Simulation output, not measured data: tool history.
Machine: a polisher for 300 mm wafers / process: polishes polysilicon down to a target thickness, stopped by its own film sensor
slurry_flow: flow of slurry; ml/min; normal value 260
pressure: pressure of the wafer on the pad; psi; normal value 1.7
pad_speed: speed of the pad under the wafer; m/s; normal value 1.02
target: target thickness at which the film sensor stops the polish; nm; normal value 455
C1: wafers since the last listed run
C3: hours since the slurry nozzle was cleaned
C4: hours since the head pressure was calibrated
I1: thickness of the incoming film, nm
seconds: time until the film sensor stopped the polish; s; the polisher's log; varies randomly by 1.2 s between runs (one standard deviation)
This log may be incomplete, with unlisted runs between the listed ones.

run 1 day=0.000 | slurry_flow=260 pressure=1.7 pad_speed=1.02 target=455 | C1=0 wafers_polished_on_this_pad=769 C3=257.2 C4=20.7 | I1=880.1 | seconds=80.3
run 2 day=1.367 | slurry_flow=260 pressure=1.7 pad_speed=1.02 target=455 | C1=344 wafers_polished_on_this_pad=1114 C3=290.0 C4=53.5 | I1=871.3 | seconds=80.0
-- day=2.371 worn pad replaced by a new one
run 3 day=2.533 | slurry_flow=260 pressure=1.7 pad_speed=1.26 target=455 | C1=252 wafers_polished_on_this_pad=41 C3=318.0 C4=81.5 | I1=888.3 | seconds=66.0
run 4 day=3.583 | slurry_flow=260 pressure=1.7 pad_speed=1.26 target=455 | C1=264 wafers_polished_on_this_pad=306 C3=343.2 C4=106.7 | I1=888.0 | seconds=64.7
run 5 day=4.979 | slurry_flow=190 pressure=1.7 pad_speed=1.02 target=455 | C1=352 wafers_polished_on_this_pad=658 C3=376.7 C4=140.2 | I1=878.5 | seconds=79.2
run 6 day=5.942 | slurry_flow=190 pressure=1.7 pad_speed=1.02 target=455 | C1=242 wafers_polished_on_this_pad=901 C3=399.8 C4=163.3 | I1=882.0 | seconds=78.2
run 7 day=7.358 | slurry_flow=190 pressure=1.7 pad_speed=1.02 target=455 | C1=357 wafers_polished_on_this_pad=1258 C3=433.8 C4=197.3 | I1=867.5 | seconds=79.3
-- day=7.850 worn pad replaced by a new one
run 8 day=8.000 | slurry_flow=260 pressure=1.7 pad_speed=1.02 target=455 | C1=119 wafers_polished_on_this_pad=37 C3=449.2 C4=212.7 | I1=890.1 | seconds=71.5
run 9 day=9.179 | slurry_flow=260 pressure=1.7 pad_speed=1.02 target=455 | C1=297 wafers_polished_on_this_pad=335 C3=477.5 C4=241.0 | I1=887.6 | seconds=74.6
run 10 day=9.762 | slurry_flow=260 pressure=1.7 pad_speed=1.14 target=455 | C1=147 wafers_polished_on_this_pad=482 C3=491.5 C4=255.0 | I1=874.0 | seconds=68.8
run 11 day=10.783 | slurry_flow=260 pressure=1.7 pad_speed=1.14 target=455 | C1=257 wafers_polished_on_this_pad=740 C3=516.0 C4=279.5 | I1=887.2 | seconds=69.8
run 12 day=11.454 | slurry_flow=260 pressure=1.7 pad_speed=1.14 target=455 | C1=169 wafers_polished_on_this_pad=909 C3=532.1 C4=295.6 | I1=872.8 | seconds=67.0
-- day=11.562 slurry nozzle cleaned
run 13 day=12.075 | slurry_flow=260 pressure=1.7 pad_speed=1.02 target=455 | C1=146 wafers_polished_on_this_pad=1055 C3=12.3 C4=310.5 | I1=873.9 | seconds=74.3
run 14 day=12.742 | slurry_flow=260 pressure=1.7 pad_speed=1.02 target=455 | C1=168 wafers_polished_on_this_pad=1224 C3=28.3 C4=326.5 | I1=895.3 | seconds=81.6
-- day=13.542 worn pad replaced by a new one
run 15 day=15.229 | slurry_flow=230 pressure=2.0 pad_speed=1.02 target=326 | C1=585 wafers_polished_on_this_pad=425 C3=88.0 C4=386.2 | I1=876.3 | seconds=78.0
run 16 day=16.092 | slurry_flow=320 pressure=2.2 pad_speed=0.80 target=358 | C1=217 wafers_polished_on_this_pad=643 C3=108.7 C4=406.9 | I1=861.9 | seconds=78.4
run 17 day=16.804 | slurry_flow=210 pressure=1.7 pad_speed=0.74 target=325 | C1=179 wafers_polished_on_this_pad=822 C3=125.8 C4=424.0 | I1=890.6 | seconds=128.1
run 18 day=18.233 | slurry_flow=260 pressure=1.7 pad_speed=1.36 target=399 | C1=360 wafers_polished_on_this_pad=1183 C3=160.1 C4=458.3 | I1=886.7 | seconds=67.6
-- day=18.758 head pressure recalibrated
-- day=19.058 worn pad replaced by a new one
run 19 day=19.529 | slurry_flow=260 pressure=1.9 pad_speed=0.88 target=455 | C1=263 wafers_polished_on_this_pad=118 C3=191.2 C4=18.5 | I1=868.1 | seconds=74.7
run 20 day=20.662 | slurry_flow=260 pressure=1.7 pad_speed=1.02 target=455 | C1=286 wafers_polished_on_this_pad=404 C3=218.4 C4=45.7 | I1=882.1 | seconds=76.4
run 21 day=21.950 | slurry_flow=310 pressure=1.9 pad_speed=1.34 target=569 | C1=324 wafers_polished_on_this_pad=729 C3=249.3 C4=76.6 | I1=861.9 | seconds=38.7
run 22 day=22.971 | slurry_flow=260 pressure=1.4 pad_speed=1.28 target=373 | C1=257 wafers_polished_on_this_pad=987 C3=273.8 C4=101.1 | I1=868.9 | seconds=93.3
run 23 day=23.804 | slurry_flow=230 pressure=1.7 pad_speed=1.02 target=414 | C1=210 wafers_polished_on_this_pad=1197 C3=293.8 C4=121.1 | I1=872.8 | seconds=83.4
run 24 day=24.700 | slurry_flow=260 pressure=1.4 pad_speed=1.24 target=508 | C1=226 wafers_polished_on_this_pad=1423 C3=315.3 C4=142.6 | I1=867.8 | seconds=70.6
-- day=25.179 worn pad replaced by a new one
run 25 day=25.962 | slurry_flow=305 pressure=2.3 pad_speed=1.22 target=538 | C1=276 wafers_polished_on_this_pad=197 C3=345.6 C4=172.9 | I1=876.2 | seconds=37.7

Forecast each of these 3 alternatives for the next run:
run A day=25.979 | slurry_flow=260 pressure=1.7 pad_speed=1.02 target=384 | C1=4 wafers_polished_on_this_pad=201 C3=346.0 C4=173.3 | I1=891.5 | seconds=?
run B day=25.979 | slurry_flow=260 pressure=1.7 pad_speed=0.68 target=455 | C1=4 wafers_polished_on_this_pad=201 C3=346.0 C4=173.3 | I1=891.5 | seconds=?
run C day=25.979 | slurry_flow=205 pressure=1.5 pad_speed=1.02 target=455 | C1=4 wafers_polished_on_this_pad=201 C3=346.0 C4=173.3 | I1=891.5 | seconds=?

run=A seconds=89.7
run=B seconds=103.5
run=C seconds=89.0
The same runs, with their run-to-run variation unchanged, on a tool lacking any hidden condition would have given:
run=A seconds=92.0
run=B seconds=106.2
run=C seconds=91.3
